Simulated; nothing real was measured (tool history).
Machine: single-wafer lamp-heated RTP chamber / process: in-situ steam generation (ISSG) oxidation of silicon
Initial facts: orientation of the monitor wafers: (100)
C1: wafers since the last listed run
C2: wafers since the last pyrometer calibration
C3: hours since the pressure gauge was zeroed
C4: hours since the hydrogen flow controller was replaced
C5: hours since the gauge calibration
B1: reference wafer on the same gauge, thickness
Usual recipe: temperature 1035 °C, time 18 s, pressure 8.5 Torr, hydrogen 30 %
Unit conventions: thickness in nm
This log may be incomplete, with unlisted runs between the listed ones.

Run 1, hour 0: usual settings; C1 0; C2 102; C3 3540.2; C4 2223; C5 862.6; B1 6.084. Result: thickness 6.89 nm.
Run 2, hour 40.6: usual settings; C1 434; C2 536; C3 3580.8; C4 2263.6; C5 903.2; B1 6.08. Result: thickness 6.944 nm.
Run 3, hour 117.5: usual settings; C1 823; C2 1359; C3 3657.7; C4 2340.5; C5 980.1; B1 6.074. Result: thickness 6.923 nm.
Run 4, hour 211.2: usual settings but temperature 1025 °C; C1 1002; C2 2362; C3 3751.4; C4 2434.2; C5 1073.8; B1 6.086. Result: thickness 6.623 nm.
Run 5, hour 270.4: usual settings; C1 633; C2 2996; C3 3810.6; C4 2493.4; C5 1133; B1 6.071. Result: thickness 6.978 nm.
Run 6, hour 349.6: usual settings; C1 847; C2 3844; C3 3889.8; C4 2572.6; C5 1212.2; B1 6.088. Result: thickness 7.091 nm.
At hour 370.5: pressure gauge zeroed.
Run 7, hour 394.3: usual settings; C1 392; C2 4237; C3 23.8; C4 2617.3; C5 1256.9; B1 6.082. Result: thickness 7.022 nm.
At hour 396.3: gauge calibrated.
At hour 417.5: pyrometer window cleaned and pyrometer calibrated.
Run 8, hour 479.1: usual settings but pressure 9.2 Torr; C1 822; C2 659; C3 108.6; C4 2702.1; C5 82.8; B1 6.094. Result: thickness 6.819 nm.
Run 9, hour 579: usual settings but temperature 1041 °C, time 15 s, pressure 7.1 Torr; C1 1069; C2 1728; C3 208.5; C4 2802; C5 182.7; B1 6.065. Result: thickness 6.51 nm.
Run 10, hour 633.6: usual settings but temperature 1018 °C, hydrogen 32 %; C1 584; C2 2313; C3 263.1; C4 2856.6; C5 237.3; B1 6.074. Result: thickness 6.547 nm.
At hour 734.9: hydrogen flow controller replaced.
Run 11, hour 735.4: usual settings; C1 1004; C2 3317; C3 364.9; C4 0.5; C5 339.1; B1 6.087. Result: thickness 7.019 nm.
Run 12, hour 777.7: usual settings but time 25 s; C1 452; C2 3770; C3 407.2; C4 42.8; C5 381.4; B1 6.083. Result: thickness 8.328 nm.
At hour 826.1: pyrometer window cleaned and pyrometer calibrated.
Run 13, hour 855.3: usual settings but temperature 1047 °C, time 15 s, pressure 7.9 Torr, hydrogen 32 %; C1 745; C2 312; C3 484.8; C4 120.4; C5 459; B1 6.089. Result: thickness 6.864 nm.
Run 14, hour 895.5: usual settings but time 12 s; C1 430; C2 742; C3 525; C4 160.6; C5 499.2; B1 6.069. Result: thickness 5.694 nm.
Run 15, hour 987.9: usual settings but hydrogen 26 %; C1 989; C2 1731; C3 617.4; C4 253; C5 591.6; B1 6.094. Result: thickness 6.702 nm.
Run 16, hour 1029.4: usual settings; C1 444; C2 2175; C3 658.9; C4 294.5; C5 633.1; B1 6.086. Result: thickness 6.909 nm.

Forecast each of these 5 alternatives for the next run:
Run A, hour 1029.8: usual settings but time 14 s; C1 4; C2 2180; C3 659.3; C4 294.9; C5 633.5; B1 ?. Result: thickness ?.
Run B, hour 1029.8: usual settings but time 14 s, pressure 7.3 Torr, hydrogen 25 %; C1 4; C2 2180; C3 659.3; C4 294.9; C5 633.5; B1 ?. Result: thickness ?.
Run C, hour 1029.8: usual settings but temperature 1050 °C, time 15 s, pressure 9.5 Torr, hydrogen 26 %; C1 4; C2 2180; C3 659.3; C4 294.9; C5 633.5; B1 ?. Result: thickness ?.
Run D, hour 1029.8: usual settings but time 23 s, pressure 9.1 Torr; C1 4; C2 2180; C3 659.3; C4 294.9; C5 633.5; B1 ?. Result: thickness ?.
Run E, hour 1029.8: usual settings but temperature 1028 °C, time 14 s, pressure 8 Torr, hydrogen 27 %; C1 4; C2 2180; C3 659.3; C4 294.9; C5 633.5; B1 ?. Result: thickness ?.

run     B1  thickness
  A  6.083      6.177
  B  6.083      5.915
  C  6.083      6.528
  D  6.083      7.807
  E  6.083      5.844
Without the tool's unlogged condition, the same runs would have read:
run  thickness
  A      6.088
  B      5.829
  C      6.423
  D       7.68
  E      5.763
